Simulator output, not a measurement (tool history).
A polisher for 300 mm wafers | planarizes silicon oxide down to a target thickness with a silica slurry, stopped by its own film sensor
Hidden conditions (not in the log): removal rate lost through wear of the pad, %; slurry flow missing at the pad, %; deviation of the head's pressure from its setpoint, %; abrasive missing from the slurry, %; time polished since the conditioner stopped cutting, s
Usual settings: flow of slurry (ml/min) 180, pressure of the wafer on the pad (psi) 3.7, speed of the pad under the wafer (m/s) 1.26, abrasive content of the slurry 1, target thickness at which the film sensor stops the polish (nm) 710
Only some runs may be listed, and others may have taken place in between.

| run | hour | flow of slurry (ml/min) | pressure of the wafer on the pad (psi) | speed of the pad under the wafer (m/s) | abrasive content of the slurry | target thickness at which the film sensor stops the polish (nm) | wafers since the last listed run | wafers polished on this pad | hours since the slurry nozzle was cleaned | hours since the head pressure was calibrated | hours since the slurry blender was calibrated | hours since the conditioning disc was replaced | incoming thickness of the incoming film, nm | time until the film sensor stopped the polish (s) |
|---|---|---|---|---|---|---|---|---|---|---|---|---|---|---|
| 1 | 0 | 180 | 3.7 | 1.26 | 1 | 710 | 0 | 1379 | 163.9 | 190.2 | 146.4 | 1 | 1098 | 135.1 |
| 2 | 107.1 | 180 | 3.7 | 1.02 | 1 | 710 | 1097 | 2476 | 271 | 297.3 | 253.5 | 108.1 | 1079.6 | 151.2 |
| 3 | 162.9 | 180 | 3.7 | 1.02 | 1 | 710 | 571 | 3048 | 326.8 | 353.1 | 309.3 | 163.9 | 1087.9 | 156.4 |
| 4 | 218.6 | 180 | 3.7 | 1.26 | 1 | 783 | 570 | 3619 | 382.5 | 408.8 | 365 | 219.6 | 1102.9 | 112.9 |
| 5 | 274.9 | 180 | 3.7 | 1.26 | 1 | 783 | 576 | 4195 | 438.8 | 465.1 | 421.3 | 275.9 | 1082.9 | 109.7 |
|  | 369.3 | worn pad replaced by a new one |
| 6 | 377.4 | 180 | 3.7 | 1.26 | 1 | 783 | 1009 | 83 | 541.3 | 567.6 | 523.8 | 378.4 | 1084 | 110.6 |
|  | 452.8 | slurry blender recalibrated |
| 7 | 475.6 | 180 | 3.7 | 1.26 | 1 | 641 | 985 | 1069 | 639.5 | 665.8 | 22.8 | 476.6 | 1078.2 | 158 |
|  | 495.9 | conditioning disc replaced and pad reconditioned |
| 8 | 541.4 | 180 | 3.7 | 1.26 | 1 | 641 | 653 | 1722 | 705.3 | 731.6 | 88.6 | 45.5 | 1077.9 | 160.4 |
|  | 546.2 | slurry nozzle cleaned |
| 9 | 646.3 | 180 | 3.7 | 1.26 | 1 | 710 | 1064 | 2787 | 100.1 | 836.5 | 193.5 | 150.4 | 1100.6 | 133.8 |
| 10 | 733.3 | 180 | 3.7 | 1.26 | 1 | 710 | 891 | 3678 | 187.1 | 923.5 | 280.5 | 237.4 | 1098.9 | 139.1 |
| 11 | 812.2 | 180 | 4.5 | 1.26 | 0.9 | 606 | 808 | 4487 | 266 | 1002.4 | 359.4 | 316.3 | 1071.8 | 143.9 |
| 12 | 881.5 | 180 | 3.7 | 1.26 | 1 | 710 | 710 | 5197 | 335.3 | 1071.7 | 428.7 | 385.6 | 1086.9 | 138.7 |
|  | 965.5 | worn pad replaced by a new one |
|  | 976.3 | slurry blender recalibrated |
| 13 | 1069.1 | 180 | 4.2 | 1.26 | 1 | 783 | 1860 | 1040 | 522.9 | 1259.3 | 92.8 | 573.2 | 1086.6 | 98.8 |
|  | 1081.5 | conditioning disc replaced and pad reconditioned |
| 14 | 1159.2 | 180 | 4.5 | 1.26 | 0.9 | 606 | 902 | 1943 | 613 | 1349.4 | 182.9 | 77.7 | 1082.9 | 159.4 |
| 15 | 1222 | 180 | 4.3 | 1.66 | 1 | 662 | 643 | 2586 | 675.8 | 1412.2 | 245.7 | 140.5 | 1084.3 | 105.7 |
| 16 | 1282.9 | 155 | 2.9 | 1.26 | 1 | 804 | 624 | 3210 | 736.7 | 1473.1 | 306.6 | 201.4 | 1092.3 | 141.5 |
|  | 1288.8 | slurry nozzle cleaned |
|  | 1291.4 | head pressure recalibrated |
| 17 | 1354.7 | 180 | 4.7 | 1.26 | 1 | 710 | 704 | 3915 | 65.9 | 63.3 | 378.4 | 273.2 | 1096.7 | 104.2 |
| 18 | 1410.1 | 205 | 3.7 | 1.7 | 1.25 | 755 | 567 | 4483 | 121.3 | 118.7 | 433.8 | 328.6 | 1087.8 | 75.5 |
|  | 1428.1 | worn pad replaced by a new one |
| 19 | 1498.4 | 230 | 4.2 | 1.26 | 1 | 710 | 863 | 720 | 209.6 | 207 | 522.1 | 416.9 | 1100.6 | 115.4 |

Run 20 is up next; what results do you expect?
|  | 1537.4 | slurry blender recalibrated |
| 20 | 1598.4 | 180 | 3.7 | 0.94 | 1.15 | 659 | 1004 | 1724 | 309.6 | 307 | 61 | 516.9 | 1103.5 | ? |

time until the film sensor stopped the polish (s): 186.6
If the tool had no hidden condition, the same run with the same run-to-run variation would have returned time until the film sensor stopped the polish (s) 170.7.
